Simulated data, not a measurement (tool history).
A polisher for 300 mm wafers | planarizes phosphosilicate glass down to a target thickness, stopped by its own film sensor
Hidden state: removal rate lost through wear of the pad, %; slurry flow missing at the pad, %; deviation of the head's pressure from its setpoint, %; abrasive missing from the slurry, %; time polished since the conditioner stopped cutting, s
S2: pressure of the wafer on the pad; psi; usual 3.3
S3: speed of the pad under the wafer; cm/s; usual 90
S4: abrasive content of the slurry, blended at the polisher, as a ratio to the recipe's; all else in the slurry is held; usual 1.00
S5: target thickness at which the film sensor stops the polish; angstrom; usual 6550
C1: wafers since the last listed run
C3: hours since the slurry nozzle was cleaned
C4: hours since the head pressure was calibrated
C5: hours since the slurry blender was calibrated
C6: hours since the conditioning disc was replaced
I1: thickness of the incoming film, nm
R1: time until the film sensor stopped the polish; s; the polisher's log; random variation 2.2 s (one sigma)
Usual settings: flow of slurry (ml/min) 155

Run 1, hour 0.0: usual settings; C1 0; wafers polished on this pad 2215; C3 10.6; C4 395.4; C5 455.9; C6 336.6; I1 1679.0. Result: R1 117.4 s.
Run 2, hour 97.9: usual settings; C1 696; wafers polished on this pad 2911; C3 108.5; C4 493.3; C5 553.8; C6 434.5; I1 1666.4. Result: R1 117.4 s.
At hour 181.7: worn pad replaced by a new one.
At hour 183.5: slurry blender recalibrated.
Run 3, hour 194.5: usual settings; C1 645; wafers polished on this pad 78; C3 205.1; C4 589.9; C5 11.0; C6 531.1; I1 1668.4. Result: R1 117.5 s.
At hour 219.2: head pressure recalibrated.
Run 4, hour 241.9: usual settings but S5 8280 angstrom; C1 322; wafers polished on this pad 401; C3 252.5; C4 22.7; C5 58.4; C6 578.5; I1 1687.4. Result: R1 98.3 s.
At hour 259.8: conditioning disc replaced and pad reconditioned.
Run 5, hour 348.9: usual settings but S5 8280 angstrom; C1 746; wafers polished on this pad 1147; C3 359.5; C4 129.7; C5 165.4; C6 89.1; I1 1655.1. Result: R1 93.0 s.
Run 6, hour 448.1: usual settings but S5 8280 angstrom; C1 705; wafers polished on this pad 1853; C3 458.7; C4 228.9; C5 264.6; C6 188.3; I1 1649.0. Result: R1 97.9 s.
Run 7, hour 540.3: usual settings but S2 4.3 psi; C1 655; wafers polished on this pad 2508; C3 550.9; C4 321.1; C5 356.8; C6 280.5; I1 1650.3. Result: R1 95.8 s.
Run 8, hour 587.8: usual settings but S2 4.3 psi; C1 337; wafers polished on this pad 2846; C3 598.4; C4 368.6; C5 404.3; C6 328.0; I1 1671.8. Result: R1 95.7 s.
Run 9, hour 630.8: usual settings; C1 305; wafers polished on this pad 3152; C3 641.4; C4 411.6; C5 447.3; C6 371.0; I1 1646.5. Result: R1 123.9 s.
At hour 692.3: worn pad replaced by a new one, of another model than before.
Run 10, hour 713.1: usual settings but S2 2.5 psi, S4 0.80, S5 5490 angstrom; C1 556; wafers polished on this pad 147; C3 723.7; C4 493.9; C5 529.6; C6 453.3; I1 1683.2. Result: R1 226.0 s.
At hour 729.5: slurry nozzle cleaned.
At hour 742.2: head pressure recalibrated.
Run 11, hour 788.7: usual settings; C1 516; wafers polished on this pad 663; C3 59.2; C4 46.5; C5 605.2; C6 528.9; I1 1675.6. Result: R1 117.7 s.
At hour 794.1: slurry blender recalibrated.
Run 12, hour 874.8: usual settings but S2 2.9 psi, S3 76 cm/s, S4 1.30; C1 598; wafers polished on this pad 1262; C3 145.3; C4 132.6; C5 80.7; C6 615.0; I1 1680.2. Result: R1 134.1 s.
At hour 891.4: conditioning disc replaced and pad reconditioned.
Run 13, hour 954.9: usual settings but S5 4520 angstrom; C1 555; wafers polished on this pad 1817; C3 225.4; C4 212.7; C5 160.8; C6 63.5; I1 1661.2. Result: R1 145.5 s.
Run 14, hour 993.2: usual settings but flow of slurry (ml/min) 125, S2 2.7 psi; C1 272; wafers polished on this pad 2089; C3 263.7; C4 251.0; C5 199.1; C6 101.8; I1 1669.3. Result: R1 146.5 s.
Run 15, hour 1051.2: usual settings but S3 64 cm/s, S5 9540 angstrom; C1 412; wafers polished on this pad 2502; C3 321.7; C4 309.0; C5 257.1; C6 159.8; I1 1695.0. Result: R1 104.8 s.
Run 16, hour 1116.3: usual settings; C1 462; wafers polished on this pad 2965; C3 386.8; C4 374.1; C5 322.2; C6 224.9; I1 1666.9. Result: R1 125.1 s.
Run 17, hour 1167.5: usual settings but S2 2.7 psi; C1 364; wafers polished on this pad 3329; C3 438.0; C4 425.3; C5 373.4; C6 276.1; I1 1660.9. Result: R1 144.6 s.
Run 18, hour 1266.6: usual settings but S2 2.6 psi, S5 9170 angstrom; C1 704; wafers polished on this pad 4033; C3 537.1; C4 524.4; C5 472.5; C6 375.2; I1 1647.8. Result: R1 109.5 s.
At hour 1273.5: worn pad replaced by a new one.
Run 19, hour 1316.9: usual settings but S5 5130 angstrom; C1 329; wafers polished on this pad 308; C3 587.4; C4 574.7; C5 522.8; C6 425.5; I1 1696.8. Result: R1 163.9 s.
At hour 1331.4: head pressure recalibrated.
At hour 1339.2: slurry blender recalibrated.
At hour 1414.5: conditioning disc replaced and pad reconditioned.
At hour 1449.6: slurry nozzle cleaned.
Run 20, hour 1585.2: usual settings but S4 0.90, S5 8190 angstrom; C1 1858; wafers polished on this pad 2167; C3 135.6; C4 253.8; C5 246.0; C6 170.7; I1 1672.2. Result: R1 101.5 s.
Run 21, hour 1625.2: usual settings but S2 2.9 psi, S4 0.85; C1 284; wafers polished on this pad 2451; C3 175.6; C4 293.8; C5 286.0; C6 210.7; I1 1676.7. Result: R1 134.5 s.
Run 22, hour 1732.9: usual settings but flow of slurry (ml/min) 180, S2 3.7 psi, S3 60 cm/s; C1 765; wafers polished on this pad 3217; C3 283.3; C4 401.5; C5 393.7; C6 318.4; I1 1663.2. Result: R1 129.9 s.
At hour 1825.2: head pressure recalibrated.
Run 23, hour 1832.9: usual settings but flow of slurry (ml/min) 175, S2 2.7 psi, S4 1.10, S5 9880 angstrom; C1 696; wafers polished on this pad 3914; C3 383.3; C4 7.7; C5 493.7; C6 418.4; I1 1651.7. Result: R1 86.6 s.
At hour 1877.8: slurry blender recalibrated.
Run 24, hour 1894.9: usual settings; C1 426; wafers polished on this pad 4340; C3 445.3; C4 69.7; C5 17.1; C6 480.4; I1 1660.3. Result: R1 128.5 s.
At hour 1902.0: worn pad replaced by a new one.
At hour 1919.2: conditioning disc replaced and pad reconditioned.
Run 25, hour 1959.6: usual settings but flow of slurry (ml/min) 205, S3 82 cm/s, S4 1.25, S5 3470 angstrom; C1 417; wafers polished on this pad 395; C3 510.0; C4 134.4; C5 81.8; C6 40.4; I1 1672.2. Result: R1 156.9 s.
Run 26, hour 2064.4: usual settings but flow of slurry (ml/min) 190, S2 4.4 psi, S4 1.30, S5 4560 angstrom; C1 745; wafers polished on this pad 1140; C3 614.8; C4 239.2; C5 186.6; C6 145.2; I1 1647.2. Result: R1 113.5 s.

3 ways to go on from here, each from the tool as it stands after run 26. What would each give?
Run A, hour 2064.9: usual settings but S3 74 cm/s; C1 3; wafers polished on this pad 1144; C3 615.3; C4 239.7; C5 187.1; C6 145.7; I1 1695.7. Result: R1 ?.
Run B, hour 2064.9: usual settings but flow of slurry (ml/min) 180, S5 8800 angstrom; C1 3; wafers polished on this pad 1144; C3 615.3; C4 239.7; C5 187.1; C6 145.7; I1 1695.7. Result: R1 ?.
Run C, hour 2064.9: usual settings but S5 8410 angstrom; C1 3; wafers polished on this pad 1144; C3 615.3; C4 239.7; C5 187.1; C6 145.7; I1 1695.7. Result: R1 ?.

run     R1
  A  161.3
  B  107.8
  C  120.3
Without the tool's hidden state the same runs would have given:
run     R1
  A  133.1
  B   91.9
  C   99.3
